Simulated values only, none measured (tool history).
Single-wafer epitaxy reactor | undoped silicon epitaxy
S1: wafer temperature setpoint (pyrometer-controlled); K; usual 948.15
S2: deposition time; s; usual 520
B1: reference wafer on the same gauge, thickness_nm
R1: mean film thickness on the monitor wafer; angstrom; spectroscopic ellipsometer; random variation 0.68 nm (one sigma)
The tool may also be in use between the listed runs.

{"run": 1, "hour": 0.0, "S1": 948.15, "S2": 547, "B1": 150.125, "R1": 1511.81}
{"run": 2, "hour": 15.8, "S1": 948.15, "S2": 547, "B1": 150.016, "R1": 1513.5}
{"run": 3, "hour": 27.4, "S1": 948.15, "S2": 547, "B1": 150.062, "R1": 1504.47}
{"run": 4, "hour": 37.5, "S1": 942.15, "S2": 520, "B1": 149.914, "R1": 1281.84}
{"run": 5, "hour": 48.7, "S1": 942.15, "S2": 520, "B1": 150.033, "R1": 1278.63}
{"run": 6, "hour": 58.0, "S1": 942.15, "S2": 520, "B1": 150.142, "R1": 1276.2}
{"run": 7, "hour": 64.8, "S1": 948.15, "S2": 520, "B1": 150.245, "R1": 1415.95}
{"run": 8, "hour": 78.6, "S1": 948.15, "S2": 520, "B1": 149.92, "R1": 1436.3}
{"run": 9, "hour": 86.9, "S1": 948.15, "S2": 447, "B1": 149.956, "R1": 1221.98}
{"run": 10, "hour": 100.4, "S1": 948.15, "S2": 447, "B1": 150.035, "R1": 1229.1}
{"run": 11, "hour": 117.5, "S1": 945.15, "S2": 520, "B1": 149.909, "R1": 1348.16}
{"run": 12, "hour": 133.1, "S1": 945.15, "S2": 520, "B1": 149.857, "R1": 1354.09}
{"run": 13, "hour": 148.0, "S1": 945.15, "S2": 520, "B1": 150.164, "R1": 1348.48}
{"run": 14, "hour": 157.1, "S1": 948.15, "S2": 520, "B1": 150.068, "R1": 1426.61}
{"run": 15, "hour": 184.1, "S1": 948.15, "S2": 520, "B1": 150.022, "R1": 1413.04}
{"run": 16, "hour": 196.7, "S1": 952.15, "S2": 520, "B1": 150.139, "R1": 1539.06}
{"run": 17, "hour": 210.6, "S1": 952.15, "S2": 520, "B1": 150.165, "R1": 1542.03}
{"run": 18, "hour": 226.7, "S1": 948.15, "S2": 520, "B1": 150.116, "R1": 1414.17}
{"run": 19, "hour": 238.0, "S1": 948.15, "S2": 520, "B1": 149.858, "R1": 1429.8}
{"run": 20, "hour": 248.7, "S1": 948.15, "S2": 520, "B1": 150.035, "R1": 1420.35}
{"run": 21, "hour": 266.0, "S1": 948.15, "S2": 520, "B1": 150.178, "R1": 1410.91}
{"run": 22, "hour": 277.8, "S1": 960.15, "S2": 605, "B1": 149.941, "R1": 2060.57}
{"run": 23, "hour": 291.4, "S1": 948.15, "S2": 547, "B1": 150.204, "R1": 1505.14}
{"run": 24, "hour": 307.7, "S1": 948.15, "S2": 546, "B1": 149.901, "R1": 1490.87}
{"run": 25, "hour": 322.1, "S1": 948.15, "S2": 572, "B1": 149.833, "R1": 1572.46}
{"run": 26, "hour": 332.4, "S1": 959.15, "S2": 520, "B1": 149.946, "R1": 1754.99}
{"run": 27, "hour": 344.1, "S1": 948.15, "S2": 520, "B1": 149.894, "R1": 1432.92}
{"run": 28, "hour": 352.2, "S1": 948.15, "S2": 520, "B1": 150.094, "R1": 1420.1}
{"run": 29, "hour": 363.3, "S1": 948.15, "S2": 520, "B1": 149.919, "R1": 1430.78}
{"run": 30, "hour": 371.3, "S1": 948.15, "S2": 520, "B1": 149.812, "R1": 1414.76}
{"run": 31, "hour": 379.7, "S1": 938.15, "S2": 585, "B1": 150.134, "R1": 1339.31}
{"run": 32, "hour": 397.4, "S1": 948.15, "S2": 520, "B1": 150.154, "R1": 1424.86}
{"run": 33, "hour": 410.3, "S1": 948.15, "S2": 520, "B1": 149.936, "R1": 1435.13}
{"run": 34, "hour": 425.5, "S1": 933.15, "S2": 553, "B1": 150.096, "R1": 1149.25}
{"run": 35, "hour": 436.1, "S1": 943.15, "S2": 432, "B1": 149.734, "R1": 1076.21}
{"run": 36, "hour": 447.0, "S1": 938.15, "S2": 567, "B1": 150.038, "R1": 1291.57}
{"run": 37, "hour": 456.5, "S1": 948.15, "S2": 456, "B1": 149.832, "R1": 1250.37}
{"run": 38, "hour": 472.6, "S1": 936.15, "S2": 435, "B1": 149.857, "R1": 955.21}
{"run": 39, "hour": 488.2, "S1": 948.15, "S2": 451, "B1": 149.863, "R1": 1229.47}
{"run": 40, "hour": 502.1, "S1": 960.15, "S2": 520, "B1": 149.945, "R1": 1776.33}
{"run": 41, "hour": 514.6, "S1": 943.15, "S2": 432, "B1": 149.904, "R1": 1086.22}
{"run": 42, "hour": 535.4, "S1": 940.15, "S2": 520, "B1": 149.993, "R1": 1232.51}

Taken out of this log: 2 entries between the listed runs. Where each belongs, and how the hidden state differs across it:
Between runs 16 and 17: gauge calibrated (hour 209.2)
  no hidden state differs between the two runs
Between runs 23 and 24: pyrometer calibrated (hour 299.5)
  no hidden state differs between the two runs

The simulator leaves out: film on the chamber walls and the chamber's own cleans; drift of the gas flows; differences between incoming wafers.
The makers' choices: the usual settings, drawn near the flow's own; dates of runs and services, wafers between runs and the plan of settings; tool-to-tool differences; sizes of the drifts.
